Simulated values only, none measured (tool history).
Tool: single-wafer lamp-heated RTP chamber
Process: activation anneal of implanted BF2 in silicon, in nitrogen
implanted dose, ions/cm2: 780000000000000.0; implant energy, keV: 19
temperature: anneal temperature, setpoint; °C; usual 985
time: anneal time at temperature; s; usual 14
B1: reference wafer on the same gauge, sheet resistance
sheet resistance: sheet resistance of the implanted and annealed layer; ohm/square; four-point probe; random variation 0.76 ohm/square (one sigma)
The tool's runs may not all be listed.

{"run": 1, "hour": 0.0, "temperature": 985, "time": 9, "B1": 210.12, "sheet resistance": 225.01}
{"run": 2, "hour": 47.7, "temperature": 985, "time": 9, "B1": 210.16, "sheet resistance": 223.85}
{"run": 3, "hour": 85.5, "temperature": 985, "time": 14, "B1": 209.74, "sheet resistance": 214.16}
{"hour": 101.4, "done": "pyrometer window cleaned and pyrometer calibrated"}
{"hour": 129.5, "done": "reflector plate cleaned"}
{"run": 4, "hour": 130.0, "temperature": 985, "time": 14, "B1": 209.93, "sheet resistance": 218.57}
{"run": 5, "hour": 205.0, "temperature": 985, "time": 14, "B1": 210.04, "sheet resistance": 218.13}
{"run": 6, "hour": 286.6, "temperature": 991, "time": 14, "B1": 209.93, "sheet resistance": 211.58}
{"run": 7, "hour": 352.7, "temperature": 985, "time": 14, "B1": 209.98, "sheet resistance": 217.84}
{"run": 8, "hour": 396.0, "temperature": 985, "time": 14, "B1": 210.25, "sheet resistance": 219.11}
{"run": 9, "hour": 465.0, "temperature": 985, "time": 14, "B1": 210.23, "sheet resistance": 216.96}
{"run": 10, "hour": 571.5, "temperature": 985, "time": 14, "B1": 209.67, "sheet resistance": 217.55}
{"hour": 621.4, "done": "pyrometer window cleaned and pyrometer calibrated"}
{"run": 11, "hour": 667.8, "temperature": 1000, "time": 14, "B1": 209.91, "sheet resistance": 198.59}
{"run": 12, "hour": 718.2, "temperature": 1000, "time": 14, "B1": 209.69, "sheet resistance": 198.67}
{"hour": 772.9, "done": "gauge calibrated"}
{"run": 13, "hour": 774.5, "temperature": 1000, "time": 14, "B1": 209.98, "sheet resistance": 198.37}
{"run": 14, "hour": 835.8, "temperature": 985, "time": 14, "B1": 210.12, "sheet resistance": 215.13}
{"run": 15, "hour": 932.5, "temperature": 985, "time": 14, "B1": 209.93, "sheet resistance": 214.62}
{"hour": 954.9, "done": "reflector plate cleaned"}
{"run": 16, "hour": 993.0, "temperature": 985, "time": 10, "B1": 210.25, "sheet resistance": 215.63}
{"run": 17, "hour": 1094.5, "temperature": 985, "time": 10, "B1": 209.76, "sheet resistance": 216.46}
{"hour": 1181.5, "done": "pyrometer window cleaned and pyrometer calibrated"}
{"run": 18, "hour": 1182.0, "temperature": 1005, "time": 12, "B1": 210.17, "sheet resistance": 192.66}
{"run": 19, "hour": 1238.8, "temperature": 1005, "time": 10, "B1": 210.26, "sheet resistance": 196.04}
{"hour": 1293.7, "done": "reflector plate cleaned, repeated, since the last time left the tool worse"}
{"run": 20, "hour": 1294.2, "temperature": 985, "time": 19, "B1": 209.94, "sheet resistance": 214.02}
{"run": 21, "hour": 1362.3, "temperature": 977, "time": 14, "B1": 209.97, "sheet resistance": 230.15}
{"run": 22, "hour": 1430.4, "temperature": 985, "time": 14, "B1": 209.82, "sheet resistance": 218.45}
{"run": 23, "hour": 1534.9, "temperature": 985, "time": 14, "B1": 209.93, "sheet resistance": 217.53}
{"run": 24, "hour": 1596.4, "temperature": 962, "time": 10, "B1": 210.36, "sheet resistance": 258.19}
{"hour": 1655.5, "done": "pyrometer window cleaned and pyrometer calibrated"}
{"run": 25, "hour": 1702.0, "temperature": 985, "time": 6, "B1": 209.91, "sheet resistance": 233.27}
{"run": 26, "hour": 1875.8, "temperature": 985, "time": 14, "B1": 209.82, "sheet resistance": 214.73}
{"run": 27, "hour": 1932.8, "temperature": 956, "time": 21, "B1": 210.05, "sheet resistance": 249.08}
{"hour": 2044.3, "done": "reflector plate cleaned"}
{"run": 28, "hour": 2044.8, "temperature": 985, "time": 14, "B1": 209.87, "sheet resistance": 218.78}
{"hour": 2099.2, "done": "pyrometer window cleaned and pyrometer calibrated"}
{"run": 29, "hour": 2125.9, "temperature": 964, "time": 10, "B1": 210.28, "sheet resistance": 257.86}
{"run": 30, "hour": 2187.8, "temperature": 967, "time": 8, "B1": 210.05, "sheet resistance": 255.03}
{"run": 31, "hour": 2233.1, "temperature": 977, "time": 17, "B1": 209.92, "sheet resistance": 225.57}
{"run": 32, "hour": 2269.4, "temperature": 1012, "time": 17, "B1": 209.82, "sheet resistance": 186.39}
{"run": 33, "hour": 2348.7, "temperature": 997, "time": 14, "B1": 209.92, "sheet resistance": 205.2}
{"run": 34, "hour": 2402.9, "temperature": 962, "time": 10, "B1": 209.66, "sheet resistance": 257.26}
{"run": 35, "hour": 2440.7, "temperature": 969, "time": 8, "B1": 209.8, "sheet resistance": 250.11}

Forecast each of these 3 alternatives for the next run:
{"run": "A", "hour": 2441.1, "temperature": 994, "time": 14, "B1": "?", "sheet resistance": "?"}
{"run": "B", "hour": 2441.1, "temperature": 966, "time": 7, "B1": "?", "sheet resistance": "?"}
{"run": "C", "hour": 2441.1, "temperature": 1002, "time": 20, "B1": "?", "sheet resistance": "?"}

run=A B1=209.95 sheet_resistance=207.73
run=B B1=209.95 sheet_resistance=258.01
run=C B1=209.95 sheet_resistance=192.13
Without the tool's hidden state the same runs would have given:
run=A sheet_resistance=210.28
run=B sheet_resistance=261.47
run=C sheet_resistance=194.39
